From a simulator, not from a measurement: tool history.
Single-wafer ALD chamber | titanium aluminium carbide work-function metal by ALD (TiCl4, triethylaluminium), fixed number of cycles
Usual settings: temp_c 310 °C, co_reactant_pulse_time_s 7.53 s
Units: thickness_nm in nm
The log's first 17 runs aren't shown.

run,hour,temp_c,co_reactant_pulse_time_s,wafers since the last listed run,hours since the last thermocouple change,hours since the last triethylaluminium bottle change,hours since the showerhead was replaced,hours since the gauge calibration,"read-back reference wafer on the same gauge, thickness_nm",thickness_nm
18,1614.4,315,10.43,686,2099.6,476.4,4817.2,417.8,2.113,1.888
19,1694.4,310,7.53,1127,2179.6,556.4,4897.2,497.8,2.11,1.789
20,1755.7,310,8.56,863,2240.9,617.7,4958.5,559.1,2.112,1.837
# hour 1856.2: showerhead replaced
21,1863.2,322,7.53,1401,2348.4,725.2,7,666.6,2.109,1.865
22,1931.2,296,5.15,958,2416.4,793.2,75,734.6,2.111,1.555
23,2001.9,310,7.53,996,2487.1,863.9,145.7,805.3,2.107,1.79
# hour 2114.9: thermocouple changed; heater temperature recalibrated
24,2191.4,295,4.66,2557,76.5,1053.4,335.2,994.8,2.111,1.525
25,2245.1,304,6.49,756,130.2,1107.1,388.9,1048.5,2.113,1.686

Run 26 comes next. What will it give?
26,2308.8,296,7.53,897,193.9,1170.8,452.6,1112.2,?,?

read-back reference wafer on the same gauge, thickness_nm: 2.112
thickness_nm: 1.688 nm
Without the tool's hidden state the same run would have given thickness_nm 1.688 nm.

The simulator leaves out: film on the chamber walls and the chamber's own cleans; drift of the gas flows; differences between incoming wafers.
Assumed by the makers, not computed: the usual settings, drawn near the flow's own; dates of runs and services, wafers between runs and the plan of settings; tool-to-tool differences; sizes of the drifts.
